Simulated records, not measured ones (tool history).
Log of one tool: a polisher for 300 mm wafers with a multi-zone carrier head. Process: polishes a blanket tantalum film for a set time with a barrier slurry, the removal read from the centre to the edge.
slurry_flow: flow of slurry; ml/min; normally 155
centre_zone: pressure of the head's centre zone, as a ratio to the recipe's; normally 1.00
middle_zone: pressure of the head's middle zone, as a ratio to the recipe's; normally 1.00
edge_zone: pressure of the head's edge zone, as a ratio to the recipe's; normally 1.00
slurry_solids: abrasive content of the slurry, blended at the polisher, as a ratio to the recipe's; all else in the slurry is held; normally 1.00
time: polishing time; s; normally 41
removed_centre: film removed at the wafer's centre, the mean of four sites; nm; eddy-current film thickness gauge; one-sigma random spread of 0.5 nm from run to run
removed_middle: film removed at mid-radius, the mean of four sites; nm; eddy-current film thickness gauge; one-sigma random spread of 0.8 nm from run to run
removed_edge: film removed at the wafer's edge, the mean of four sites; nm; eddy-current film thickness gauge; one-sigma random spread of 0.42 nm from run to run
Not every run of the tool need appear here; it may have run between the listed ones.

run    hour  slurry_flow  centre_zone  middle_zone  edge_zone  slurry_solids  time  wafers since the last listed run  wafers polished on this pad  hours since the slurry nozzle was cleaned  hours since the centre zone pressure was calibrated  hours since the edge zone pressure was calibrated  hours since the carrier head's membrane was replaced  incoming thickness of the incoming film, nm  removed_centre  removed_middle  removed_edge
  1     0.0          155         1.08         1.00       1.00           1.00    41                                 0                           52                                      643.3                                                479.5                                              876.1                                                 822.2                                        436.6            59.4            56.7          55.4
       12.2  -- centre zone pressure recalibrated
  2    41.8          155         1.00         1.00       1.00           1.00    41                               307                          360                                      685.1                                                 29.6                                              917.9                                                 864.0                                        435.6            54.4            55.2          54.5
  3    74.9          155         1.00         1.00       1.00           1.00    41                               255                          616                                      718.2                                                 62.7                                              951.0                                                 897.1                                        441.7            54.3            55.9          53.9
       90.5  -- carrier head's membrane replaced by a new one
      114.3  -- edge zone pressure recalibrated
  4   134.6          155         1.00         1.00       1.00           1.00    52                               407                         1023                                      777.9                                                122.4                                               20.3                                                  44.1                                        444.1            68.1            68.9          68.8
      170.2  -- slurry nozzle cleaned
  5   173.7          155         1.00         1.00       1.00           1.00    52                               294                         1317                                        3.5                                                161.5                                               59.4                                                  83.2                                        437.9            66.3            68.4          69.0
  6   202.3          210         1.04         0.90       1.00           1.00    41                               220                         1538                                       32.1                                                190.1                                               88.0                                                 111.8                                        437.7            57.7            52.8          54.9
      211.2  -- worn pad replaced by a new one, repeated, since the last time left the tool worse
  7   256.8          155         0.96         1.00       1.09           1.00    41                               390                          352                                       86.6                                                244.6                                              142.5                                                 166.3                                        440.7            57.2            60.8          62.6
  8   328.0          140         1.00         1.04       1.00           1.00    41                               550                          902                                      157.8                                                315.8                                              213.7                                                 237.5                                        444.3            57.4            61.0          58.5
  9   391.8          155         1.05         1.11       1.10           1.10    41                               492                         1395                                      221.6                                                379.6                                              277.5                                                 301.3                                        434.9            63.4            66.5          63.6
 10   422.5          155         1.00         1.00       1.00           1.00    41                               237                         1632                                      252.3                                                410.3                                              308.2                                                 332.0                                        431.0            57.5            59.7          58.6
 11   494.0          155         1.00         1.00       1.00           1.00    50                               552                         2184                                      323.8                                                481.8                                              379.7                                                 403.5                                        448.5            69.1            71.3          71.6
      507.2  -- worn pad replaced by a new one
 12   539.2          155         1.00         1.00       1.00           1.00    41                               318                          247                                      369.0                                                527.0                                              424.9                                                 448.7                                        434.5            59.4            60.9          60.4
      596.9  -- centre zone pressure recalibrated
 13   606.2          155         1.11         1.00       0.88           1.00    41                               502                          749                                      436.0                                                  9.3                                              491.9                                                 515.7                                        445.3            65.3            59.6          56.1
 14   644.7          155         1.00         0.92       1.09           1.00    51                               297                         1046                                      474.5                                                 47.8                                              530.4                                                 554.2                                        440.6            73.4            70.0          77.9
 15   713.1          155         1.00         1.00       1.07           1.00    30                               528                         1575                                      542.9                                                116.2                                              598.8                                                 622.6                                        438.9            42.2            43.7          44.7
 16   757.0          155         1.06         1.00       1.00           1.00    41                               339                         1914                                      586.8                                                160.1                                              642.7                                                 666.5                                        435.5            60.9            58.9          58.7
 17   821.3          155         1.00         1.00       1.00           0.90    33                               496                         2411                                      651.1                                                224.4                                              707.0                                                 730.8                                        437.9            43.8            45.3          45.2
      864.6  -- worn pad replaced by a new one
 18   865.1          155         1.00         1.00       1.00           1.00    41                               307                            3                                      694.9                                                268.2                                              750.8                                                 774.6                                        439.0            60.2            60.9          61.3
 19   896.8          155         1.11         1.00       0.88           1.00    41                               244                          248                                      726.6                                                299.9                                              782.5                                                 806.3                                        441.9            67.0            60.4          58.2
 20   934.8          180         1.00         1.00       1.00           1.25    41                               293                          542                                      764.6                                                337.9                                              820.5                                                 844.3                                        445.5            65.0            66.4          65.3
 21   998.7          155         1.00         1.00       1.00           1.00    41                               493                         1036                                      828.5                                                401.8                                              884.4                                                 908.2                                        432.9            59.5            60.4          60.1
 22  1050.6          155         1.00         1.00       1.00           0.90    50                               400                         1437                                      880.4                                                453.7                                              936.3                                                 960.1                                        445.9            70.4            69.7          69.6

3 ways to go on from here, each from the tool as it stands after run 22. What would each give?
  A  1051.0          155         1.00         0.90       1.00           1.00    41                                 3                         1440                                      880.8                                                454.1                                              936.7                                                 960.5                                        435.3               ?               ?             ?
  B  1051.0          155         1.00         1.05       0.91           1.00    41                                 3                         1440                                      880.8                                                454.1                                              936.7                                                 960.5                                        435.3               ?               ?             ?
  C  1051.0          155         1.00         1.00       1.12           1.00    41                                 3                         1440                                      880.8                                                454.1                                              936.7                                                 960.5                                        435.3               ?               ?             ?

run  removed_centre  removed_middle  removed_edge
  A            58.4            54.7          59.4
  B            58.4            61.5          56.7
  C            58.4            59.2          62.7
What these runs would have given with no unlogged condition in the tool:
run  removed_centre  removed_middle  removed_edge
  A            60.2            56.3          61.2
  B            60.2            63.4          58.4
  C            60.2            61.0          64.6

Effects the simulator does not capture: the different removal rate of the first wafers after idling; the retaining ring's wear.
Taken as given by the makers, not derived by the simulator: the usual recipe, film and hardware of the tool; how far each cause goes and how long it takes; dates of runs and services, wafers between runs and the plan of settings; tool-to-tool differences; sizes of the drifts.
